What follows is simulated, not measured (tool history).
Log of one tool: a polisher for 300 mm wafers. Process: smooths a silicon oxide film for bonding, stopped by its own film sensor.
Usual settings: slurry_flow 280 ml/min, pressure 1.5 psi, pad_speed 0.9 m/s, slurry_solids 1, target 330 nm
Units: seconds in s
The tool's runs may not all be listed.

run	hour	slurry_flow	pressure	pad_speed	slurry_solids	target	wafers since the last listed run	wafers polished on this pad	hours since the slurry nozzle was cleaned	hours since the head pressure was calibrated	hours since the slurry blender was calibrated	incoming thickness of the incoming film, nm	seconds
1	0	280	1.5	0.9	1	330	0	264	184.9	923.6	397.5	374.4	100.4
2	9	280	1.5	0.9	1	330	88	352	193.9	932.6	406.5	364.8	77.3
3	16.2	280	1.5	0.9	1.1	324	70	423	201.1	939.8	413.7	365.6	93.5
4	24.8	280	1.5	0.9	1.1	324	84	507	209.7	948.4	422.3	372.1	106.8
# hour 37.3: worn pad replaced by a new one
5	40.4	280	1.5	0.9	1.1	324	113	30	225.3	964	437.9	369.1	101.2
6	56.9	280	1.5	0.9	1	319	161	191	241.8	980.5	454.4	364.6	106.7
7	66	305	1.5	0.9	1	319	89	281	250.9	989.6	463.5	372.5	120.6
8	74.3	305	1.5	0.9	1	319	81	362	259.2	997.9	471.8	365.4	109.7
9	84.1	305	1.5	0.9	1	319	96	458	269	1007.7	481.6	364.5	106
# hour 94.6: slurry blender recalibrated
# hour 98.8: worn pad replaced by a new one
10	102.1	280	1.5	0.9	1	322	117	32	287	1025.7	7.5	372.7	108
# hour 104.7: head pressure recalibrated
11	113.8	280	1.5	0.9	1.1	321	95	127	298.7	9.1	19.2	366	90.8
12	123.6	250	1.5	0.9	1	330	96	223	308.5	18.9	29	366.2	74.4
13	136.9	340	1.5	0.9	1.1	330	130	353	321.8	32.2	42.3	367.6	75.7
14	146.4	225	1	0.9	1.15	324	93	446	331.3	41.7	51.8	369.8	120.4
# hour 166.3: worn pad replaced by a new one
15	166.8	250	1	0.9	1.2	337	160	4	351.7	62.1	72.2	377	100.1
# hour 171.2: slurry nozzle cleaned
16	175.2	280	1.5	0.9	1	330	72	77	4	70.5	80.6	370.1	85.3
17	191.1	280	1.1	0.9	1.25	330	155	233	19.9	86.4	96.5	369.5	89.1
18	208.9	340	1.3	1.06	1	322	174	407	37.7	104.2	114.3	367.3	88.7
19	216.8	250	1.3	0.9	1	330	77	484	45.6	112.1	122.2	371.5	93.8
20	225	280	1.5	0.9	1	330	80	565	53.8	120.3	130.4	373.7	90.8

3 ways to go on from here, each from the tool as it stands after run 20. What would each give?
A	225.5	280	1.5	0.9	1	326	4	570	54.3	120.8	130.9	373	?
B	225.5	315	1.8	0.58	1	340	4	570	54.3	120.8	130.9	373	?
C	225.5	280	1.9	1.02	1	330	4	570	54.3	120.8	130.9	373	?

run	seconds
A	95.5
B	84.2
C	67.9
Without the tool's hidden state the same runs would have given:
run	seconds
A	94.7
B	83.5
C	67.4
